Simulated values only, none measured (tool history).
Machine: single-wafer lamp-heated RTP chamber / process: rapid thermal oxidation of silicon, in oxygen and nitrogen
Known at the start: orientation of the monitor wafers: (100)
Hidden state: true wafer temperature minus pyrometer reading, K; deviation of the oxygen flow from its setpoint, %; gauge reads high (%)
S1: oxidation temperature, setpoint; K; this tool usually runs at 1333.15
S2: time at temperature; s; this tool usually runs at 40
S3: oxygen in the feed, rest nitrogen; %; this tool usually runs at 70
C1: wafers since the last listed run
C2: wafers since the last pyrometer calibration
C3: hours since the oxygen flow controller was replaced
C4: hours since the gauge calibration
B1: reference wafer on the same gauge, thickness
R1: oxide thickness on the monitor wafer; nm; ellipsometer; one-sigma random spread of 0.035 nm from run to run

run 1 hour=0.0 | S1=1333.15 S2=40 S3=70 | C1=0 C2=3678 C3=6201.1 C4=91.7 | B1=7.857 | R1=7.167
run 2 hour=8.7 | S1=1333.15 S2=40 S3=70 | C1=76 C2=3754 C3=6209.8 C4=100.4 | B1=7.853 | R1=7.210
run 3 hour=26.4 | S1=1333.15 S2=40 S3=53 | C1=154 C2=3909 C3=6227.5 C4=118.1 | B1=7.840 | R1=6.588
run 4 hour=55.3 | S1=1333.15 S2=40 S3=53 | C1=253 C2=4162 C3=6256.4 C4=147.0 | B1=7.849 | R1=6.553
run 5 hour=69.4 | S1=1333.15 S2=40 S3=53 | C1=123 C2=4286 C3=6270.5 C4=161.1 | B1=7.847 | R1=6.665
run 6 hour=83.9 | S1=1354.15 S2=40 S3=70 | C1=126 C2=4413 C3=6285.0 C4=175.6 | B1=7.843 | R1=8.270
run 7 hour=96.6 | S1=1354.15 S2=40 S3=70 | C1=111 C2=4524 C3=6297.7 C4=188.3 | B1=7.830 | R1=8.334
run 8 hour=105.0 | S1=1333.15 S2=40 S3=70 | C1=73 C2=4597 C3=6306.1 C4=196.7 | B1=7.847 | R1=7.293
run 9 hour=117.1 | S1=1333.15 S2=40 S3=70 | C1=105 C2=4703 C3=6318.2 C4=208.8 | B1=7.843 | R1=7.239
run 10 hour=130.0 | S1=1333.15 S2=40 S3=70 | C1=112 C2=4816 C3=6331.1 C4=221.7 | B1=7.848 | R1=7.304
run 11 hour=144.3 | S1=1333.15 S2=40 S3=70 | C1=125 C2=4942 C3=6345.4 C4=236.0 | B1=7.850 | R1=7.327
run 12 hour=157.3 | S1=1333.15 S2=40 S3=70 | C1=113 C2=5055 C3=6358.4 C4=249.0 | B1=7.849 | R1=7.310
run 13 hour=169.4 | S1=1348.15 S2=47 S3=42 | C1=105 C2=5161 C3=6370.5 C4=261.1 | B1=7.849 | R1=7.255
run 14 hour=178.3 | S1=1333.15 S2=55 S3=70 | C1=77 C2=5239 C3=6379.4 C4=270.0 | B1=7.845 | R1=8.458
run 15 hour=196.2 | S1=1357.15 S2=47 S3=52 | C1=156 C2=5396 C3=6397.3 C4=287.9 | B1=7.853 | R1=8.331
run 16 hour=203.0 | S1=1333.15 S2=40 S3=70 | C1=59 C2=5456 C3=6404.1 C4=294.7 | B1=7.854 | R1=7.359
-- hour=214.5 oxygen flow controller replaced
-- hour=235.8 gauge calibrated
run 17 hour=249.6 | S1=1333.15 S2=40 S3=70 | C1=338 C2=5794 C3=35.1 C4=13.8 | B1=7.842 | R1=7.326
run 18 hour=266.7 | S1=1324.15 S2=40 S3=70 | C1=149 C2=5943 C3=52.2 C4=30.9 | B1=7.847 | R1=7.046
-- hour=279.9 pyrometer window cleaned and pyrometer calibrated
run 19 hour=282.0 | S1=1356.15 S2=52 S3=43 | C1=63 C2=18 C3=67.5 C4=46.2 | B1=7.841 | R1=7.635
run 20 hour=292.9 | S1=1333.15 S2=27 S3=70 | C1=95 C2=113 C3=78.4 C4=57.1 | B1=7.846 | R1=5.926
run 21 hour=310.8 | S1=1333.15 S2=24 S3=70 | C1=156 C2=270 C3=96.3 C4=75.0 | B1=7.843 | R1=5.625
run 22 hour=321.0 | S1=1333.15 S2=40 S3=70 | C1=89 C2=359 C3=106.5 C4=85.2 | B1=7.837 | R1=7.048
run 23 hour=329.4 | S1=1312.15 S2=40 S3=54 | C1=73 C2=433 C3=114.9 C4=93.6 | B1=7.853 | R1=5.557
run 24 hour=343.0 | S1=1350.15 S2=30 S3=54 | C1=119 C2=552 C3=128.5 C4=107.2 | B1=7.864 | R1=6.354
run 25 hour=366.3 | S1=1333.15 S2=40 S3=48 | C1=204 C2=756 C3=151.8 C4=130.5 | B1=7.842 | R1=6.127

What would each run have given without the hidden state, its run-to-run variation left as it was?
run=1 R1=6.895
run=2 R1=6.931
run=3 R1=6.325
run=4 R1=6.276
run=5 R1=6.375
run=6 R1=7.910
run=7 R1=7.963
run=8 R1=6.953
run=9 R1=6.894
run=10 R1=6.948
run=11 R1=6.962
run=12 R1=6.938
run=13 R1=6.888
run=14 R1=8.011
run=15 R1=7.897
run=16 R1=6.956
run=17 R1=6.898
run=18 R1=6.619
run=19 R1=7.629
run=20 R1=5.915
run=21 R1=5.606
run=22 R1=7.018
run=23 R1=5.529
run=24 R1=6.316
run=25 R1=6.077

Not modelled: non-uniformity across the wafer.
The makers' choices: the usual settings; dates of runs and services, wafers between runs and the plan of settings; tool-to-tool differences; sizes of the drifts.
